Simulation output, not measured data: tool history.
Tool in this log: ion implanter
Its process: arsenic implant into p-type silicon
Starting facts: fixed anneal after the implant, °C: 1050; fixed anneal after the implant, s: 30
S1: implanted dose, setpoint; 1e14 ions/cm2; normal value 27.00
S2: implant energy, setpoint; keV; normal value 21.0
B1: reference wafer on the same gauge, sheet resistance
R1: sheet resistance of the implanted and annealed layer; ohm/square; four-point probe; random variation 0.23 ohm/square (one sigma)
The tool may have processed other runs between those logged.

Run 1, hour 0.0: usual settings; B1 77.95. Result: R1 70.74 ohm/square.
Run 2, hour 30.9: usual settings; B1 77.98. Result: R1 70.92 ohm/square.
Run 3, hour 56.9: usual settings; B1 77.93. Result: R1 71.18 ohm/square.
Run 4, hour 81.4: usual settings; B1 78.00. Result: R1 70.28 ohm/square.
Run 5, hour 97.5: usual settings; B1 78.03. Result: R1 70.68 ohm/square.
Run 6, hour 111.9: usual settings; B1 78.03. Result: R1 70.93 ohm/square.
Run 7, hour 140.4: usual settings; B1 78.07. Result: R1 70.62 ohm/square.
Run 8, hour 153.1: usual settings; B1 78.05. Result: R1 70.47 ohm/square.
Run 9, hour 180.4: usual settings; B1 78.07. Result: R1 71.22 ohm/square.
Run 10, hour 208.6: usual settings; B1 78.07. Result: R1 70.91 ohm/square.
Run 11, hour 243.4: usual settings; B1 78.07. Result: R1 70.96 ohm/square.
At hour 267.8: Faraday cup replaced and dose calibrated.
Run 12, hour 268.3: usual settings; B1 78.14. Result: R1 70.62 ohm/square.
Run 13, hour 288.1: usual settings but S1 30.18 1e14 ions/cm2; B1 78.06. Result: R1 68.23 ohm/square.
At hour 290.3: gauge calibrated.
Run 14, hour 312.5: usual settings but S1 30.18 1e14 ions/cm2; B1 77.02. Result: R1 67.12 ohm/square.
Run 15, hour 330.0: usual settings but S2 18.0 keV; B1 77.09. Result: R1 71.23 ohm/square.
Run 16, hour 347.2: usual settings but S2 25.5 keV; B1 77.19. Result: R1 67.55 ohm/square.
Run 17, hour 359.2: usual settings; B1 77.23. Result: R1 70.04 ohm/square.
Run 18, hour 374.5: usual settings but S1 33.15 1e14 ions/cm2; B1 77.29. Result: R1 65.95 ohm/square.
Run 19, hour 405.4: usual settings but S1 33.15 1e14 ions/cm2; B1 77.42. Result: R1 65.59 ohm/square.
Run 20, hour 440.9: usual settings but S1 30.18 1e14 ions/cm2; B1 77.52. Result: R1 68.08 ohm/square.
Run 21, hour 464.9: usual settings but S1 34.33 1e14 ions/cm2, S2 15.0 keV; B1 77.48. Result: R1 68.77 ohm/square.
Run 22, hour 495.6: usual settings but S1 30.38 1e14 ions/cm2, S2 15.0 keV; B1 77.59. Result: R1 71.06 ohm/square.
Run 23, hour 525.3: usual settings; B1 77.69. Result: R1 70.48 ohm/square.
Run 24, hour 542.3: usual settings but S1 20.35 1e14 ions/cm2, S2 26.0 keV; B1 77.74. Result: R1 76.35 ohm/square.
At hour 572.0: extraction supply calibrated.
Run 25, hour 572.5: usual settings but S2 18.5 keV; B1 77.76. Result: R1 71.82 ohm/square.
Run 26, hour 595.3: usual settings; B1 77.77. Result: R1 70.36 ohm/square.
Run 27, hour 624.4: usual settings but S1 33.15 1e14 ions/cm2, S2 28.5 keV; B1 77.88. Result: R1 62.32 ohm/square.
Run 28, hour 647.4: usual settings but S1 24.46 1e14 ions/cm2, S2 25.0 keV; B1 77.87. Result: R1 70.93 ohm/square.
Run 29, hour 672.2: usual settings but S1 23.36 1e14 ions/cm2; B1 77.88. Result: R1 74.93 ohm/square.
Run 30, hour 698.0: usual settings but S1 34.55 1e14 ions/cm2, S2 18.0 keV; B1 77.92. Result: R1 67.24 ohm/square.
Run 31, hour 728.7: usual settings but S1 29.79 1e14 ions/cm2, S2 27.0 keV; B1 77.96. Result: R1 64.93 ohm/square.
Run 32, hour 749.4: usual settings but S2 26.5 keV; B1 77.99. Result: R1 67.37 ohm/square.
Run 33, hour 773.2: usual settings; B1 78.01. Result: R1 70.82 ohm/square.
Run 34, hour 800.7: usual settings; B1 77.99. Result: R1 70.76 ohm/square.
Run 35, hour 836.6: usual settings; B1 78.08. Result: R1 71.14 ohm/square.
Run 36, hour 858.2: usual settings but S1 23.26 1e14 ions/cm2, S2 24.0 keV; B1 78.04. Result: R1 73.45 ohm/square.

Run-by-run hidden state of the tool:
deviation of the true dose from the Faraday cup's reading, %: 0 at every run
deviation of the true energy from its setpoint, %: 0 at every run
H1: gauge reads high (%)
run     H1
  1   1.37
  2    1.4
  3   1.42
  4   1.44
  5   1.46
  6   1.47
  7   1.49
  8   1.49
  9   1.51
 10   1.52
 11   1.54
 12   1.55
 13   1.56
 14  0.185
 15  0.281
 16   0.37
 17  0.429
 18    0.5
 19  0.631
 20  0.764
 21  0.844
 22  0.937
 23   1.02
 24   1.06
 25   1.13
 26   1.17
 27   1.23
 28   1.26
 29    1.3
 30   1.34
 31   1.38
 32    1.4
 33   1.42
 34   1.45
 35   1.48
 36   1.49
